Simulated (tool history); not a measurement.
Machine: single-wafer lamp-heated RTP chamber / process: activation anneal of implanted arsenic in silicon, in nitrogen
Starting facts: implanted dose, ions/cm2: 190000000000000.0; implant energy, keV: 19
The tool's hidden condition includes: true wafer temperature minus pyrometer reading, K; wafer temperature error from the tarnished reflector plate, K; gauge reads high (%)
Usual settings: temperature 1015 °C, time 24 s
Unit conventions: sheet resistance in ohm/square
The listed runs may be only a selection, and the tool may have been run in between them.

run	hour	temperature	time	wafers since the last listed run	wafers since the last pyrometer calibration	wafers since the reflector plate was cleaned	hours since the gauge calibration	read-back reference wafer on the same gauge, sheet resistance	sheet resistance
1	0	1015	24	0	1738	11739	158.4	534.14	473.02
2	15.8	1015	24	230	1969	11970	174.2	534.31	471.95
3	25.9	1015	24	147	2116	12117	184.3	533.97	472.32
4	40.6	1015	24	214	2331	12332	199	533.68	473.09
5	53.2	992	24	183	2515	12516	211.6	533.83	474.71
6	69.8	992	24	242	2757	12758	228.2	533.92	475.32
7	85.7	992	24	232	2989	12990	244.1	533.12	473.39
8	93	1015	24	106	3096	13097	251.4	533.25	470.69
9	104.1	1015	24	162	3258	13259	262.5	533.05	471.71
10	111.5	1015	24	108	3366	13367	269.9	532.8	471.28
# hour 123.1: pyrometer window cleaned and pyrometer calibrated
11	124.3	1015	24	70	18	13437	282.7	532.63	471.24
12	133.1	1015	24	128	146	13565	291.5	532.9	470.4
13	147.8	1015	24	214	361	13780	306.2	532.8	471.74
14	156.5	1015	24	127	488	13907	314.9	532.12	470.26
15	167	1037	24	153	641	14060	325.4	532.23	467.39
16	184.4	1037	24	254	895	14314	342.8	531.71	465.59
17	200.5	1037	24	235	1130	14549	358.9	531.86	466.77
18	212.7	1001	13	178	1308	14727	371.1	531.14	475.29
# hour 222: reflector plate cleaned
19	222.6	1015	24	27	1336	8	381	531.41	470.34
20	235.1	1015	24	182	1518	190	393.5	531.08	470.57
21	247.5	1025	15	181	1699	371	405.9	530.49	470.17
22	264.8	1006	14	252	1952	624	423.2	529.81	472.37
23	276	1015	24	163	2115	787	434.4	530.01	469.12
24	289.7	1015	28	199	2315	987	448.1	529.88	467.83
# hour 293.8: gauge calibrated
25	297.7	1015	24	116	2432	1104	3.9	533.94	472.83
26	307.1	1015	24	137	2569	1241	13.3	533.43	473.26
27	321.9	1023	16	216	2785	1457	28.1	533.88	472.85
# hour 333.2: pyrometer window cleaned and pyrometer calibrated
28	333.7	1040	33	55	6	1513	39.9	533.55	464.27
29	345.1	1015	20	166	173	1679	51.3	533.53	474.61
30	359.6	1045	12	211	384	1891	65.8	534.15	471.41
31	370.1	992	24	153	538	2044	76.3	533.85	475.37
32	382.4	997	33	179	717	2224	88.6	534.18	473.63
33	395.6	1015	24	192	910	2417	101.8	534.05	472.14
34	428.8	1015	24	484	1394	2901	135	533.19	471.51
35	435.2	1002	29	93	1488	2995	141.4	533.8	473.75
36	451.8	1015	35	242	1730	3237	158	533.17	469.29

The same runs without the tool's hidden state, with the same run-to-run variation:
run	sheet resistance
1	472.83
2	471.87
3	472.33
4	473.22
5	474.96
6	475.74
7	473.98
8	471.35
9	472.51
10	472.16
11	472.28
12	471.56
13	473.1
14	471.74
15	469.01
16	467.46
17	468.9
18	477.67
19	472.86
20	473.31
21	473.13
22	475.67
23	472.61
24	471.6
25	472.84
26	473.27
27	472.88
28	464.31
29	474.68
30	471.52
31	475.51
32	473.82
33	472.38
34	471.92
35	474.21
36	469.86

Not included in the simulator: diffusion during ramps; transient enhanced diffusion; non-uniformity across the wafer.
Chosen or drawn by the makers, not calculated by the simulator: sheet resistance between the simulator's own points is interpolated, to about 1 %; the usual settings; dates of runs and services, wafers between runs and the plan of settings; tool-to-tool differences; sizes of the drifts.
